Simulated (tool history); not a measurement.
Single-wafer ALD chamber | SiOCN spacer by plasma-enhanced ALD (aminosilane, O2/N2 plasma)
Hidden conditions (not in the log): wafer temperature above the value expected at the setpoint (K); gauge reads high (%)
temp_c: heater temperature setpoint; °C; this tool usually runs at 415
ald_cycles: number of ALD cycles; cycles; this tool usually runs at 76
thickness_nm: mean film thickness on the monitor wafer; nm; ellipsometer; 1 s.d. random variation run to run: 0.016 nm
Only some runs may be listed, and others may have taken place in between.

| run | hour | temp_c | ald_cycles | wafers since the last listed run | hours since the last thermocouple change | hours since the gauge calibration | read-back reference wafer on the same gauge, thickness_nm | thickness_nm |
|---|---|---|---|---|---|---|---|---|
| 1 | 0.0 | 415 | 76 | 0 | 496.0 | 382.1 | 3.968 | 4.632 |
| 2 | 41.2 | 415 | 76 | 189 | 537.2 | 423.3 | 3.965 | 4.636 |
| 3 | 85.8 | 415 | 76 | 205 | 581.8 | 467.9 | 3.970 | 4.591 |
| 4 | 113.2 | 415 | 76 | 126 | 609.2 | 495.3 | 3.971 | 4.597 |
| 5 | 166.6 | 415 | 76 | 246 | 662.6 | 548.7 | 3.971 | 4.630 |
| 6 | 200.3 | 415 | 76 | 155 | 696.3 | 582.4 | 3.969 | 4.619 |
| 7 | 393.3 | 418 | 85 | 889 | 889.3 | 775.4 | 3.969 | 5.090 |
| 8 | 463.0 | 418 | 85 | 321 | 959.0 | 845.1 | 3.970 | 5.070 |
|  | 513.9 | gauge calibrated |
| 9 | 532.3 | 401 | 67 | 319 | 1028.3 | 18.4 | 3.970 | 4.261 |
| 10 | 568.8 | 402 | 91 | 168 | 1064.8 | 54.9 | 3.970 | 5.753 |
| 11 | 616.1 | 415 | 76 | 217 | 1112.1 | 102.2 | 3.968 | 4.590 |
| 12 | 660.7 | 411 | 86 | 205 | 1156.7 | 146.8 | 3.965 | 5.325 |
| 13 | 701.8 | 425 | 83 | 189 | 1197.8 | 187.9 | 3.971 | 4.834 |
|  | 748.7 | thermocouple changed; heater temperature recalibrated |
| 14 | 857.8 | 415 | 83 | 681 | 109.1 | 343.9 | 3.972 | 5.129 |
| 15 | 882.5 | 415 | 76 | 113 | 133.8 | 368.6 | 3.969 | 4.704 |
| 16 | 937.3 | 411 | 90 | 252 | 188.6 | 423.4 | 3.973 | 5.586 |
| 17 | 1003.8 | 415 | 67 | 306 | 255.1 | 489.9 | 3.971 | 4.113 |

Consider 4 possible next runs. They are alternatives, not a sequence: every one starts from the tool as it was left by run 17. What does each give?
| A | 1004.3 | 415 | 61 | 2 | 255.6 | 490.4 | ? | ? |
| B | 1004.3 | 419 | 69 | 2 | 255.6 | 490.4 | ? | ? |
| C | 1004.3 | 430 | 65 | 2 | 255.6 | 490.4 | ? | ? |
| D | 1004.3 | 408 | 63 | 2 | 255.6 | 490.4 | ? | ? |

| run | read-back reference wafer on the same gauge, thickness_nm | thickness_nm |
|---|---|---|
| A | 3.973 | 3.741 |
| B | 3.973 | 4.171 |
| C | 3.973 | 3.771 |
| D | 3.973 | 3.962 |
With no hidden state in the tool, these same runs would have given:
| run | thickness_nm |
|---|---|
| A | 3.772 |
| B | 4.206 |
| C | 3.803 |
| D | 3.993 |

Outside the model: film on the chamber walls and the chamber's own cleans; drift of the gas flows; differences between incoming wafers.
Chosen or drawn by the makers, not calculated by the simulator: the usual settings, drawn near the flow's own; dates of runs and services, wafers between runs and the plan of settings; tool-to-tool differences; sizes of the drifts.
